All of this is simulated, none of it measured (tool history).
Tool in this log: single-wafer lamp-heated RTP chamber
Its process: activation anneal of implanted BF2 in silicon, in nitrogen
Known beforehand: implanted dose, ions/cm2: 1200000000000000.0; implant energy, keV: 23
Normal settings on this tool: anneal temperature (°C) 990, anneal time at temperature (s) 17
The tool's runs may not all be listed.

| run | hour | anneal temperature (°C) | anneal time at temperature (s) | wafers since the last listed run | wafers since the last pyrometer calibration | wafers since the reflector plate was cleaned | hours since the gauge calibration | read-back reference wafer on the same gauge, sheet resistance | sheet resistance of the implanted and annealed layer (ohm/square) |
|---|---|---|---|---|---|---|---|---|---|
| 1 | 0 | 990 | 17 | 0 | 927 | 2251 | 638.5 | 203.73 | 182.41 |
| 2 | 44 | 990 | 17 | 652 | 1580 | 2903 | 682.5 | 203.63 | 182.94 |
| 3 | 82.1 | 990 | 17 | 564 | 2144 | 3468 | 720.6 | 204.23 | 182.49 |
| 4 | 140.8 | 990 | 9 | 869 | 3014 | 4338 | 779.3 | 203.98 | 192.68 |
|  | 159.5 | reflector plate cleaned |
| 5 | 194.1 | 990 | 9 | 671 | 3686 | 512 | 832.6 | 204.31 | 191.73 |
| 6 | 229.9 | 990 | 9 | 530 | 4216 | 1043 | 868.4 | 203.84 | 190.58 |
| 7 | 268 | 990 | 17 | 564 | 4781 | 1608 | 906.5 | 203.97 | 177.9 |
| 8 | 319.5 | 990 | 17 | 763 | 5544 | 2371 | 958 | 203.96 | 175.43 |
|  | 382.7 | pyrometer window cleaned and pyrometer calibrated |
| 9 | 388.1 | 990 | 17 | 898 | 80 | 3269 | 1026.6 | 203.88 | 183.76 |
| 10 | 417 | 990 | 17 | 428 | 508 | 3697 | 1055.5 | 204.13 | 183.07 |
| 11 | 484.5 | 990 | 17 | 1000 | 1508 | 4698 | 1123 | 203.83 | 181.9 |
|  | 529.5 | reflector plate cleaned |
| 12 | 537.2 | 990 | 17 | 662 | 2171 | 113 | 1175.7 | 204.25 | 180.65 |
| 13 | 605 | 990 | 12 | 1004 | 3176 | 1118 | 1243.5 | 204.04 | 186.04 |
| 14 | 666.9 | 990 | 12 | 917 | 4093 | 2035 | 1305.4 | 203.84 | 185.82 |
| 15 | 694.8 | 990 | 12 | 413 | 4507 | 2449 | 1333.3 | 203.89 | 185.72 |
| 16 | 732 | 990 | 17 | 551 | 5058 | 3000 | 1370.5 | 203.84 | 176.17 |
| 17 | 783.6 | 990 | 17 | 764 | 5823 | 3765 | 1422.1 | 203.61 | 175.61 |
| 18 | 833 | 1000 | 25 | 732 | 6555 | 4497 | 1471.5 | 204.25 | 152.83 |
| 19 | 885.6 | 1001 | 26 | 779 | 7334 | 5277 | 1524.1 | 204.23 | 149.22 |
|  | 913.5 | pyrometer window cleaned and pyrometer calibrated |
|  | 946.8 | reflector plate cleaned |
| 20 | 955.1 | 1014 | 11 | 792 | 497 | 122 | 1593.6 | 203.98 | 166.16 |
| 21 | 1098.1 | 964 | 9 | 2119 | 2616 | 2241 | 1736.6 | 203.99 | 226.66 |
| 22 | 1151.4 | 990 | 17 | 789 | 3406 | 3031 | 1789.9 | 204.35 | 179.45 |
| 23 | 1219.6 | 990 | 17 | 1010 | 4417 | 4042 | 1858.1 | 204 | 179.1 |
| 24 | 1263.2 | 1010 | 22 | 646 | 5063 | 4688 | 1901.7 | 203.87 | 147.02 |
| 25 | 1295.8 | 981 | 17 | 483 | 5546 | 5171 | 1934.3 | 204.32 | 187.66 |
|  | 1317.3 | pyrometer window cleaned and pyrometer calibrated |
|  | 1334.6 | reflector plate cleaned |
| 26 | 1342.2 | 1005 | 23 | 450 | 250 | 112 | 1980.7 | 204.59 | 159.62 |
|  | 1374.9 | gauge calibrated |
| 27 | 1393.6 | 990 | 17 | 761 | 1012 | 874 | 18.7 | 204.48 | 184.02 |
| 28 | 1455.7 | 960 | 14 | 920 | 1932 | 1794 | 80.8 | 203.91 | 229.6 |
| 29 | 1512.3 | 1015 | 17 | 838 | 2771 | 2633 | 137.4 | 203.77 | 151.34 |
| 30 | 1555.7 | 962 | 14 | 643 | 3414 | 3276 | 180.8 | 203.86 | 221.04 |
| 31 | 1601.2 | 1016 | 17 | 674 | 4088 | 3950 | 226.3 | 203.94 | 150.69 |
| 32 | 1649.4 | 1008 | 22 | 714 | 4803 | 4665 | 274.5 | 203.71 | 150.65 |
|  | 1691.9 | reflector plate cleaned |
| 33 | 1705.6 | 990 | 17 | 714 | 5517 | 203 | 330.7 | 203.89 | 175.5 |
|  | 1731.9 | pyrometer window cleaned and pyrometer calibrated |
| 34 | 1775.3 | 1018 | 13 | 914 | 642 | 1117 | 400.4 | 204 | 157.35 |

Below are 5 alternative next runs, each starting from the tool's condition after run 34. Predict each:
| A | 1775.7 | 990 | 25 | 5 | 648 | 1123 | 400.8 | ? | ? |
| B | 1775.7 | 976 | 14 | 5 | 648 | 1123 | 400.8 | ? | ? |
| C | 1775.7 | 990 | 13 | 5 | 648 | 1123 | 400.8 | ? | ? |
| D | 1775.7 | 1014 | 20 | 5 | 648 | 1123 | 400.8 | ? | ? |
| E | 1775.7 | 1010 | 10 | 5 | 648 | 1123 | 400.8 | ? | ? |

| run | read-back reference wafer on the same gauge, sheet resistance | sheet resistance of the implanted and annealed layer (ohm/square) |
|---|---|---|
| A | 203.91 | 175.67 |
| B | 203.91 | 208.57 |
| C | 203.91 | 190.99 |
| D | 203.91 | 152.7 |
| E | 203.91 | 172.74 |
What these runs would have given with no unlogged condition in the tool:
| run | sheet resistance of the implanted and annealed layer (ohm/square) |
|---|---|
| A | 178.44 |
| B | 211.44 |
| C | 193.64 |
| D | 154.72 |
| E | 174.94 |
